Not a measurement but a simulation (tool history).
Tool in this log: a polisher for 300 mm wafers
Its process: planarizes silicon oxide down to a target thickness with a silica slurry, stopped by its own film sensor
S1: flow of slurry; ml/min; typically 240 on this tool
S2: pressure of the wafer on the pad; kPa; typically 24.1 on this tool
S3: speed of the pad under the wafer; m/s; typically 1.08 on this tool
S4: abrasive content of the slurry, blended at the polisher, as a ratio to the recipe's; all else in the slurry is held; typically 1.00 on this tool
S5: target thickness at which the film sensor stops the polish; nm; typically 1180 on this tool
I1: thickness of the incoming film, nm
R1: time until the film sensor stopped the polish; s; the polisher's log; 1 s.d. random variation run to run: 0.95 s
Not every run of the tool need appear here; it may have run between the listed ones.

run    hour   S1    S2    S3    S4    S5      I1    R1
  1     0.0  240  24.1  1.08  1.00  1180  1367.2  68.6
  2    57.8  240  24.1  1.08  0.95  1180  1364.4  70.6
       90.3  -- worn pad replaced by a new one, of another model than before
  3   144.0  240  21.4  1.08  1.00  1180  1351.9  67.6
  4   183.1  240  26.2  1.08  1.00  1180  1344.6  58.2
      207.2  -- slurry blender recalibrated
  5   261.9  240  21.4  0.90  1.20  1233  1350.5  45.6
  6   364.5  240  24.1  1.08  1.00  1139  1364.3  84.1
      431.0  -- head pressure recalibrated
  7   582.5  240  27.6  1.08  1.00  1242  1376.6  45.3
      674.0  -- slurry nozzle cleaned
  8   684.2  240  17.2  1.08  1.00  1164  1362.9  84.2
      744.9  -- conditioning disc replaced and pad reconditioned
  9   785.8  240  24.1  1.08  1.00  1180  1391.0  77.5
 10   882.2  195  20.0  1.20  1.15  1180  1336.6  57.7
      889.2  -- worn pad replaced by a new one
 11   990.0  200  24.1  1.18  1.00  1180  1379.9  69.7
     1072.8  -- slurry blender recalibrated
 12  1081.7  240  24.1  1.08  1.00  1180  1345.9  61.2
 13  1140.7  155  17.9  1.08  1.00  1180  1352.2  74.1
 14  1224.5  240  24.1  1.08  1.00  1180  1358.7  66.4
     1275.3  -- head pressure recalibrated
 15  1279.0  175  24.1  1.08  1.00  1217  1373.8  57.7
 16  1368.9  240  32.4  1.08  1.00  1180  1352.0  51.0
 17  1422.2  240  24.1  1.18  1.00  1180  1375.5  65.2
     1450.7  -- slurry nozzle cleaned
     1460.2  -- conditioning disc replaced and pad reconditioned
 18  1498.9  210  17.2  1.08  1.00  1180  1355.9  76.8
 19  1535.6  240  24.1  1.08  1.00  1180  1371.6  68.1
     1585.3  -- worn pad replaced by a new one
 20  1605.6  170  17.2  1.08  1.25  1180  1382.5  80.6
 21  1642.3  240  16.5  1.08  1.00  1180  1349.6  72.6
 22  1715.3  240  15.9  1.28  1.00  1180  1375.9  78.6
     1753.2  -- slurry blender recalibrated
 23  1815.4  240  15.9  1.28  1.00  1180  1355.8  71.9
 24  1873.2  185  31.7  1.08  1.00  1126  1362.9  74.3

What if the next run were any one of these 5? Each begins from the tool's condition after run 24:
  A  1873.6  240  24.1  1.08  0.70  1180  1351.5   ?
  B  1873.6  240  24.1  1.08  1.00  1211  1351.5   ?
  C  1873.6  240  26.2  1.08  1.25  1118  1351.5   ?
  D  1873.6  240  24.1  1.08  1.00  1142  1351.5   ?
  E  1873.6  240  29.6  1.08  1.00  1148  1351.5   ?

run    R1
  A  72.0
  B  51.2
  C  75.1
  D  76.4
  E  66.5
Without the tool's unlogged condition, the same runs would have read:
run    R1
  A  69.9
  B  49.7
  C  72.9
  D  74.1
  E  64.5
